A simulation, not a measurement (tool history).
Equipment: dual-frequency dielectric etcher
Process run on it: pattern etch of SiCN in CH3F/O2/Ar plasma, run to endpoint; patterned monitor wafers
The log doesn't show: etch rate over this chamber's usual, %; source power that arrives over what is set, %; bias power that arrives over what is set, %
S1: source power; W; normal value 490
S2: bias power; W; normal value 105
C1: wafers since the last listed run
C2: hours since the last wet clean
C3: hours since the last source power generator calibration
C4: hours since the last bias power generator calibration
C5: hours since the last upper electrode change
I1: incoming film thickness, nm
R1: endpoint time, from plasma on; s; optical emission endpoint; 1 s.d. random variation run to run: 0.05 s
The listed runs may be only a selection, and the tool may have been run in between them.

run,day,S1,S2,C1,C2,C3,C4,C5,I1,R1
1,0.000,490,105,0,187.0,4118.5,3114.5,4670.6,8.05,16.9
2,0.475,410,105,116,198.4,4129.9,3125.9,4682.0,7.96,18.1
3,1.004,410,105,129,211.1,4142.6,3138.6,4694.7,7.96,18.1
4,1.604,410,105,147,225.5,4157.0,3153.0,4709.1,8.04,18.4
5,2.258,490,105,160,241.2,4172.7,3168.7,4724.8,8.01,17.0
# day 2.742: bias power generator calibrated
6,2.917,490,124,120,257.0,4188.5,4.2,4740.6,8.03,15.6
# day 3.112: source power generator calibrated
7,3.638,490,124,136,274.3,12.6,21.5,4757.9,7.96,15.5
8,4.267,490,124,154,289.4,27.7,36.6,4773.0,7.90,15.4
# day 5.829: upper electrode replaced
9,5.850,490,105,143,327.4,65.7,74.6,0.5,8.00,17.1
10,5.862,490,105,3,327.7,66.0,74.9,0.8,7.98,17.2
11,5.875,490,105,3,328.0,66.3,75.2,1.1,8.02,17.2
12,6.254,490,105,93,337.1,75.4,84.3,10.2,8.00,17.2
13,6.538,550,105,69,343.9,82.2,91.1,17.0,8.04,16.4
14,7.004,490,105,114,355.1,93.4,102.3,28.2,8.00,17.2
15,7.579,530,112,141,368.9,107.2,116.1,42.0,8.01,16.1
16,9.175,390,115,392,407.2,145.5,154.4,80.3,8.04,18.1
17,9.888,490,105,175,424.3,162.6,171.5,97.4,8.02,17.3
18,10.258,490,105,91,433.2,171.5,180.4,106.3,8.01,17.3
# day 11.517: wet clean of the chamber
19,11.538,490,105,68,0.5,202.2,211.1,137.0,8.06,16.8
20,11.621,490,129,20,2.5,204.2,213.1,139.0,8.00,15.0
21,12.108,490,105,119,14.2,215.9,224.8,150.7,7.98,16.7
22,12.567,590,89,112,25.2,226.9,235.8,161.7,8.00,17.0
23,12.912,440,116,84,33.5,235.2,244.1,170.0,8.06,16.7
24,13.483,440,92,140,47.2,248.9,257.8,183.7,7.95,18.6
25,13.975,370,105,120,59.0,260.7,269.6,195.5,8.00,18.7
26,14.679,490,105,172,75.9,277.6,286.5,212.4,7.96,16.7
27,15.342,490,105,162,91.8,293.5,302.4,228.3,8.01,16.8
28,16.008,410,123,163,107.8,309.5,318.4,244.3,8.04,16.7
29,16.417,490,87,100,117.6,319.3,328.2,254.1,7.99,18.7
30,16.825,490,124,100,127.4,329.1,338.0,263.9,7.99,15.4
31,17.188,390,118,89,136.1,337.8,346.7,272.6,8.00,17.4
32,17.650,490,105,113,147.2,348.9,357.8,283.7,7.98,16.9
33,17.917,380,105,65,153.6,355.3,364.2,290.1,7.90,18.5
34,18.208,400,96,71,160.6,362.3,371.2,297.1,8.01,19.2

How would selected steps in R1 from run to run divide? Give the signed amount a tool lacking its hidden state would still show from settings, what came in and random variation, and the signed amount left for the hidden state, including any gauge scatter that is not in both of the compared results.
Run 2 -> 3: no setting changed, nothing entered. R1 +0.0 s: hidden state +0.1, all else -0.1.
Run 8 -> 9: S2 124 -> 105, upper electrode replaced. R1 +1.7 s: hidden state +0.1, all else +1.6.
Run 15 -> 16: S1 530 -> 390, S2 112 -> 115. R1 +2.0 s: hidden state +0.1, all else +1.9.
Run 18 -> 19: wet clean of the chamber. R1 -0.5 s: hidden state -0.6, all else +0.1.
Run 25 -> 26: S1 370 -> 490. R1 -2.0 s: hidden state +0.1, all else -2.1.
Run 29 -> 30: S2 87 -> 124. R1 -3.3 s: hidden state +0.0, all else -3.3.
